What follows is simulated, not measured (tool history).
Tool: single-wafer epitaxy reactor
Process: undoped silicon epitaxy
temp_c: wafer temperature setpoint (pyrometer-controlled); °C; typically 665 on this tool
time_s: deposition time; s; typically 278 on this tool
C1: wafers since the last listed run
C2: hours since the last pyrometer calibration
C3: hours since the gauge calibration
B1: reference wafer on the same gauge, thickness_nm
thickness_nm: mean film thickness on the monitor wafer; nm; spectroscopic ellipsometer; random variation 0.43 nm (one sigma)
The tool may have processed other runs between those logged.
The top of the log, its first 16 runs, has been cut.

Run 17, hour 990.5: usual settings but temp_c 680 °C, time_s 252 s; C1 444; C2 754.8; C3 1381.7; B1 72.838. Result: thickness_nm 93.149 nm.
Run 18, hour 1091.3: usual settings; C1 745; C2 855.6; C3 1482.5; B1 72.658. Result: thickness_nm 71.740 nm.
Run 19, hour 1193.5: usual settings but temp_c 670 °C, time_s 244 s; C1 756; C2 957.8; C3 1584.7; B1 72.808. Result: thickness_nm 70.494 nm.
At hour 1272.8: pyrometer calibrated.
Run 20, hour 1390.8: usual settings but temp_c 653 °C, time_s 242 s; C1 1400; C2 118.0; C3 1782.0; B1 72.615. Result: thickness_nm 46.539 nm.
Run 21, hour 1456.4: usual settings but temp_c 670 °C, time_s 244 s; C1 485; C2 183.6; C3 1847.6; B1 72.722. Result: thickness_nm 70.563 nm.
Run 22, hour 1522.5: usual settings but time_s 298 s; C1 489; C2 249.7; C3 1913.7; B1 72.632. Result: thickness_nm 77.357 nm.
At hour 1541.9: gauge calibrated.
Run 23, hour 1619.2: usual settings but temp_c 677 °C; C1 715; C2 346.4; C3 77.3; B1 72.548. Result: thickness_nm 94.166 nm.
Run 24, hour 1704.7: usual settings; C1 632; C2 431.9; C3 162.8; B1 72.733. Result: thickness_nm 71.044 nm.
Run 25, hour 1747.6: usual settings but temp_c 670 °C, time_s 244 s; C1 317; C2 474.8; C3 205.7; B1 72.653. Result: thickness_nm 70.599 nm.
Run 26, hour 1823.4: usual settings; C1 560; C2 550.6; C3 281.5; B1 72.781. Result: thickness_nm 70.441 nm.

Predict the results of run 27:
At hour 2111.3: pyrometer calibrated.
Run 27, hour 2135.3: usual settings but temp_c 654 °C, time_s 305 s; C1 2249; C2 24.0; C3 593.4; B1 ?. Result: thickness_nm ?.

{"run 27": {"B1": 72.516, "thickness_nm": 59.286}}
Were there no unlogged condition in the tool, this run, its random variation unchanged, would have produced thickness_nm 59.286 nm.

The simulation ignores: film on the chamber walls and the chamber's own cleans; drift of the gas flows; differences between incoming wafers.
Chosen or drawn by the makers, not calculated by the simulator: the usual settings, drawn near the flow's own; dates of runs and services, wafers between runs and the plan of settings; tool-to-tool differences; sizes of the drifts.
